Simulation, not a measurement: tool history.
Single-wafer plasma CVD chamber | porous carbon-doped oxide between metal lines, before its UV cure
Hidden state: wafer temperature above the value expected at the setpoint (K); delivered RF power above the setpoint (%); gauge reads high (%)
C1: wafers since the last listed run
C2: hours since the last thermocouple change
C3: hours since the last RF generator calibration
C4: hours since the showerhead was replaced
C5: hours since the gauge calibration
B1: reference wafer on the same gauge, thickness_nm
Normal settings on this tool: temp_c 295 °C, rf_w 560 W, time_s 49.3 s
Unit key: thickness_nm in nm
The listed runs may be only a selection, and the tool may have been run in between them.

run 1 hour=0 | temp_c=292 rf_w=490 time_s=49.3 | C1=0 C2=1722.9 C3=1877.5 C4=3260.6 C5=673.6 | B1=294.06 | thickness_nm=278.446
run 2 hour=50.4 | temp_c=292 rf_w=490 time_s=49.3 | C1=1126 C2=1773.3 C3=1927.9 C4=3311 C5=724 | B1=293.906 | thickness_nm=281.888
run 3 hour=110.5 | temp_c=292 rf_w=490 time_s=49.3 | C1=1342 C2=1833.4 C3=1988 C4=3371.1 C5=784.1 | B1=294.011 | thickness_nm=280.492
run 4 hour=146.9 | temp_c=295 rf_w=560 time_s=49.3 | C1=813 C2=1869.8 C3=2024.4 C4=3407.5 C5=820.5 | B1=294.224 | thickness_nm=297.026
run 5 hour=213 | temp_c=295 rf_w=560 time_s=49.3 | C1=1476 C2=1935.9 C3=2090.5 C4=3473.6 C5=886.6 | B1=293.897 | thickness_nm=294.151
run 6 hour=262.9 | temp_c=295 rf_w=560 time_s=49.3 | C1=1115 C2=1985.8 C3=2140.4 C4=3523.5 C5=936.5 | B1=293.879 | thickness_nm=295.172
run 7 hour=321 | temp_c=295 rf_w=560 time_s=49.3 | C1=1298 C2=2043.9 C3=2198.5 C4=3581.6 C5=994.6 | B1=293.954 | thickness_nm=296.664
run 8 hour=364.6 | temp_c=295 rf_w=560 time_s=49.3 | C1=974 C2=2087.5 C3=2242.1 C4=3625.2 C5=1038.2 | B1=293.843 | thickness_nm=295.241
run 9 hour=414.9 | temp_c=295 rf_w=485 time_s=49.3 | C1=1123 C2=2137.8 C3=2292.4 C4=3675.5 C5=1088.5 | B1=293.9 | thickness_nm=272.24
run 10 hour=463.6 | temp_c=295 rf_w=485 time_s=49.3 | C1=1088 C2=2186.5 C3=2341.1 C4=3724.2 C5=1137.2 | B1=293.957 | thickness_nm=276.13
run 11 hour=491.9 | temp_c=295 rf_w=560 time_s=49.3 | C1=632 C2=2214.8 C3=2369.4 C4=3752.5 C5=1165.5 | B1=293.949 | thickness_nm=297.229
run 12 hour=644.5 | temp_c=285 rf_w=560 time_s=49.3 | C1=3409 C2=2367.4 C3=2522 C4=3905.1 C5=1318.1 | B1=294.07 | thickness_nm=318.598
-- hour=670.4 thermocouple changed; heater temperature recalibrated
run 13 hour=682.7 | temp_c=285 rf_w=560 time_s=49.3 | C1=674 C2=12.3 C3=2560.2 C4=3943.3 C5=1356.3 | B1=294.226 | thickness_nm=307.12
run 14 hour=743.5 | temp_c=295 rf_w=560 time_s=49.3 | C1=1358 C2=73.1 C3=2621 C4=4004.1 C5=1417.1 | B1=294.026 | thickness_nm=284.536
-- hour=768 showerhead replaced
-- hour=783.3 RF generator calibrated
run 15 hour=787.6 | temp_c=290 rf_w=590 time_s=55.3 | C1=627 C2=117.2 C3=4.3 C4=19.6 C5=1461.2 | B1=293.858 | thickness_nm=353.412
-- hour=813.7 gauge calibrated
run 16 hour=916.5 | temp_c=309 rf_w=635 time_s=42.3 | C1=2880 C2=246.1 C3=133.2 C4=148.5 C5=102.8 | B1=294.054 | thickness_nm=250.797
run 17 hour=962 | temp_c=295 rf_w=660 time_s=41 | C1=1016 C2=291.6 C3=178.7 C4=194 C5=148.3 | B1=293.928 | thickness_nm=269.314
run 18 hour=992.9 | temp_c=304 rf_w=560 time_s=49.3 | C1=690 C2=322.5 C3=209.6 C4=224.9 C5=179.2 | B1=293.782 | thickness_nm=278.411
run 19 hour=1026.7 | temp_c=295 rf_w=485 time_s=41.4 | C1=755 C2=356.3 C3=243.4 C4=258.7 C5=213 | B1=293.79 | thickness_nm=231.879
run 20 hour=1069.6 | temp_c=295 rf_w=560 time_s=49.3 | C1=958 C2=399.2 C3=286.3 C4=301.6 C5=255.9 | B1=293.892 | thickness_nm=297.143
run 21 hour=1098.1 | temp_c=283 rf_w=595 time_s=49.3 | C1=636 C2=427.7 C3=314.8 C4=330.1 C5=284.4 | B1=293.923 | thickness_nm=332.872
run 22 hour=1145.9 | temp_c=295 rf_w=560 time_s=49.3 | C1=1068 C2=475.5 C3=362.6 C4=377.9 C5=332.2 | B1=293.756 | thickness_nm=296.122
run 23 hour=1281.2 | temp_c=295 rf_w=560 time_s=49.3 | C1=3023 C2=610.8 C3=497.9 C4=513.2 C5=467.5 | B1=293.766 | thickness_nm=295.96
run 24 hour=1331.9 | temp_c=292 rf_w=490 time_s=49.3 | C1=1132 C2=661.5 C3=548.6 C4=563.9 C5=518.2 | B1=293.857 | thickness_nm=278.962
run 25 hour=1367 | temp_c=303 rf_w=560 time_s=40.2 | C1=784 C2=696.6 C3=583.7 C4=599 C5=553.3 | B1=294.112 | thickness_nm=231.166
run 26 hour=1430.5 | temp_c=283 rf_w=560 time_s=53.5 | C1=1418 C2=760.1 C3=647.2 C4=662.5 C5=616.8 | B1=293.918 | thickness_nm=346.508

Branching from run 26: 3 alternative next runs. What would each branch give?
run A hour=1430.9 | temp_c=295 rf_w=560 time_s=49.3 | C1=8 C2=760.5 C3=647.6 C4=662.9 C5=617.2 | B1=? | thickness_nm=?
run B hour=1430.9 | temp_c=306 rf_w=625 time_s=55.3 | C1=8 C2=760.5 C3=647.6 C4=662.9 C5=617.2 | B1=? | thickness_nm=?
run C hour=1430.9 | temp_c=295 rf_w=560 time_s=44.8 | C1=8 C2=760.5 C3=647.6 C4=662.9 C5=617.2 | B1=? | thickness_nm=?

run=A B1=293.961 thickness_nm=297.683
run=B B1=293.961 thickness_nm=328.696
run=C B1=293.961 thickness_nm=271.075
Without the tool's unlogged condition, the same runs would have read:
run=A thickness_nm=301.351
run=B thickness_nm=332.919
run=C thickness_nm=274.414
